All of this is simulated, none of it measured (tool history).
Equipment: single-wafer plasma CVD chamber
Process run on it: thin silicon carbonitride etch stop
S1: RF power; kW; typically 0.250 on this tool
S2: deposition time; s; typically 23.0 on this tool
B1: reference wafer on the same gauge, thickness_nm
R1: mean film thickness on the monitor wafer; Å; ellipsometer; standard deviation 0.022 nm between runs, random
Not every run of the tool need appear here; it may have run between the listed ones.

{"run": 1, "day": 0.0, "S1": 0.235, "S2": 23.0, "B1": 14.0, "R1": 141.07}
{"run": 2, "day": 2.929, "S1": 0.235, "S2": 23.0, "B1": 14.002, "R1": 141.05}
{"run": 3, "day": 4.771, "S1": 0.24, "S2": 23.0, "B1": 14.0, "R1": 142.39}
{"run": 4, "day": 9.267, "S1": 0.25, "S2": 23.0, "B1": 13.999, "R1": 144.78}
{"run": 5, "day": 13.104, "S1": 0.25, "S2": 24.1, "B1": 13.997, "R1": 151.59}
{"day": 17.808, "done": "RF generator calibrated"}
{"run": 6, "day": 17.829, "S1": 0.28, "S2": 25.5, "B1": 13.999, "R1": 169.84}
{"day": 19.383, "done": "gauge calibrated"}
{"run": 7, "day": 19.492, "S1": 0.28, "S2": 25.5, "B1": 14.002, "R1": 169.82}
{"run": 8, "day": 23.642, "S1": 0.25, "S2": 23.0, "B1": 14.003, "R1": 145.9}
{"day": 26.583, "done": "showerhead replaced"}
{"run": 9, "day": 26.996, "S1": 0.25, "S2": 23.0, "B1": 14.005, "R1": 146.03}
{"run": 10, "day": 31.183, "S1": 0.25, "S2": 23.0, "B1": 13.999, "R1": 145.85}

Forecast run 11:
{"run": 11, "day": 32.75, "S1": 0.27, "S2": 19.6, "B1": "?", "R1": "?"}

Run 11 measured B1 14.003, R1 128.60 Å.
On a tool with no hidden condition, and with the same random variation, this run would have come out at R1 128.95 Å.

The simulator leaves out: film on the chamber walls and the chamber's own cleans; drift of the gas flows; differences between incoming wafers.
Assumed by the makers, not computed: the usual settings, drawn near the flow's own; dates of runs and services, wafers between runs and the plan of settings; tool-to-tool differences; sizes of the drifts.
